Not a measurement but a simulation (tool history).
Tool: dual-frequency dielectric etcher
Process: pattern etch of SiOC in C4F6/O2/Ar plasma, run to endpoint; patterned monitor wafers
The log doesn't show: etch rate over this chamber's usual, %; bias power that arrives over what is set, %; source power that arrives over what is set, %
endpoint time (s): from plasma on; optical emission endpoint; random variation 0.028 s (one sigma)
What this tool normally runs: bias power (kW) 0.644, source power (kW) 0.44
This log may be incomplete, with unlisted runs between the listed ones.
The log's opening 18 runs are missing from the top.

run    hour  bias power (kW)  source power (kW)  wafers since the last listed run  hours since the last wet clean  hours since the last bias power generator calibration  hours since the last source power generator calibration  hours since the last upper electrode change  incoming incoming film thickness, nm  endpoint time (s)
     1477.9  -- source power generator calibrated
 19  1498.6            0.644               0.44                              1424                           202.1                                                 4185.2                                                     20.7                                        645.6                                 25.09                7.7
 20  1596.3            0.529               0.34                              1505                           299.8                                                 4282.9                                                    118.4                                        743.3                                 25.05                9.7
 21  1684.6            0.597               0.44                              1360                           388.1                                                 4371.2                                                    206.7                                        831.6                                 25.05                  8
     1773.3  -- bias power generator calibrated
 22  1778.2            0.644               0.44                              1380                           481.7                                                    4.9                                                    300.3                                        925.2                                 25.13                7.8
     1838.5  -- wet clean of the chamber
 23  1878.2            0.484               0.36                              1170                            39.7                                                  104.9                                                    400.3                                       1025.2                                 24.94                9.6
 24  1952.6             0.49                0.4                              1146                           114.1                                                  179.3                                                    474.7                                       1099.6                                 24.89                9.1
 25  2000.3            0.584               0.55                               734                           161.8                                                    227                                                    522.4                                       1147.3                                 24.87                7.1
 26  2050.7            0.644               0.44                               776                           212.2                                                  277.4                                                    572.8                                       1197.7                                 25.06                7.7
 27  2113.4            0.644               0.44                               965                           274.9                                                  340.1                                                    635.5                                       1260.4                                 25.12                7.7
 28  2186.4            0.644               0.44                              1124                           347.9                                                  413.1                                                    708.5                                       1333.4                                 24.82                7.7
 29  2251.1            0.747               0.37                               996                           412.6                                                  477.8                                                    773.2                                       1398.1                                 25.17                8.1
 30  2289.2            0.796                0.4                               586                           450.7                                                  515.9                                                    811.3                                       1436.2                                 24.87                7.4
     2385.6  -- wet clean of the chamber
 31  2394.3            0.487               0.36                              1249                             8.7                                                    621                                                    916.4                                       1541.3                                 24.87                9.6
 32  2443.6            0.748                0.4                               759                              58                                                  670.3                                                    965.7                                       1590.6                                 24.78                7.5
 33  2543.5            0.644               0.51                              1538                           157.9                                                  770.2                                                   1065.6                                       1690.5                                    25                7.1
 34  2619.2             0.53               0.44                              1166                           233.6                                                  845.9                                                   1141.3                                       1766.2                                 24.91                8.4
 35  2672.3            0.722                0.5                               817                           286.7                                                    899                                                   1194.4                                       1819.3                                 24.91                6.8
 36    2780              0.6               0.35                              1659                           394.4                                                 1006.7                                                   1302.1                                         1927                                 25.08                9.1

Below are 3 alternative next runs, each starting from the tool's condition after run 36. Predict each:
  A  2780.4            0.644               0.44                                 6                           394.8                                                 1007.1                                                   1302.5                                       1927.4                                 25.15                  ?
  B  2780.4            0.783               0.44                                 6                           394.8                                                 1007.1                                                   1302.5                                       1927.4                                 25.15                  ?
  C  2780.4            0.644               0.53                                 6                           394.8                                                 1007.1                                                   1302.5                                       1927.4                                 25.15                  ?

run  endpoint time (s)
  A                7.8
  B                7.2
  C                7.1
The same runs, with their run-to-run variation unchanged, on a tool lacking any hidden condition would have given:
run  endpoint time (s)
  A                7.7
  B                7.1
  C                  7
